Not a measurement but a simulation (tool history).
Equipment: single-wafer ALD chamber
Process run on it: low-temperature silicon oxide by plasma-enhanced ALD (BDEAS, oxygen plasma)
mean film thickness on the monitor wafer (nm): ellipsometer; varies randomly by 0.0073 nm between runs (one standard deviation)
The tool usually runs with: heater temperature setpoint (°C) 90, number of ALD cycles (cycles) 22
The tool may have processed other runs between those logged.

run	day	heater temperature setpoint (°C)	number of ALD cycles (cycles)	read-back reference wafer on the same gauge, thickness_nm	mean film thickness on the monitor wafer (nm)
1	0	90	24	2.42	3.193
2	0.317	90	22	2.422	2.931
3	0.829	90	22	2.421	2.926
4	1.121	90	22	2.42	2.926
5	1.738	90	22	2.421	2.934
6	2.308	90	22	2.417	2.923
7	2.6	90	22	2.418	2.943
8	3.042	90	22	2.419	2.925
9	3.321	94	21	2.42	2.748
10	3.675	90	22	2.418	2.928
11	4.121	90	22	2.419	2.922
12	4.542	90	22	2.418	2.932
13	4.921	101	22	2.421	2.825
14	5.525	90	23	2.417	3.051
15	6.192	90	23	2.418	3.061
16	6.9	82	22	2.42	3.006
17	9.129	90	22	2.417	2.939
18	9.721	90	22	2.418	2.932
19	10.192	90	22	2.424	2.935
20	10.758	90	22	2.42	2.913
21	11.179	90	22	2.42	2.926
22	12.171	79	22	2.417	3.03
23	12.717	79	22	2.423	3.027
24	13.088	90	23	2.422	3.071
25	13.654	90	22	2.423	2.924
26	14.146	86	19	2.422	2.558
27	14.862	90	20	2.424	2.657
28	15.5	90	26	2.421	3.456
29	15.767	90	22	2.421	2.925
30	16.046	99	22	2.42	2.847
31	16.617	103	22	2.419	2.826
# day 16.704: gauge calibrated
32	17.283	79	22	2.421	3.032
33	17.562	80	26	2.42	3.561
34	18.054	90	25	2.42	3.329
35	18.779	90	22	2.422	2.928
# day 19.238: thermocouple changed; heater temperature recalibrated
36	19.529	77	24	2.418	3.322
37	20.233	78	20	2.421	2.764
38	20.671	81	18	2.419	2.467
39	21.354	90	22	2.421	2.926
40	22.446	90	22	2.421	2.924
41	23.075	86	22	2.423	2.963
42	23.821	84	20	2.421	2.715
43	24.271	90	21	2.417	2.798
44	24.633	102	24	2.42	3.071
45	24.938	85	22	2.42	2.96
46	25.479	99	20	2.42	2.59
47	26.792	101	26	2.418	3.351
48	27.112	90	22	2.419	2.933

Consider 3 possible next runs. They are alternatives, not a sequence: every one starts from the tool as it was left by run 48. What does each give?
A	27.129	95	22	?	?
B	27.129	103	19	?	?
C	27.129	90	18	?	?

run	read-back reference wafer on the same gauge, thickness_nm	mean film thickness on the monitor wafer (nm)
A	2.42	2.878
B	2.42	2.43
C	2.42	2.392
What these runs would have given with no unlogged condition in the tool:
run	mean film thickness on the monitor wafer (nm)
A	2.878
B	2.43
C	2.392

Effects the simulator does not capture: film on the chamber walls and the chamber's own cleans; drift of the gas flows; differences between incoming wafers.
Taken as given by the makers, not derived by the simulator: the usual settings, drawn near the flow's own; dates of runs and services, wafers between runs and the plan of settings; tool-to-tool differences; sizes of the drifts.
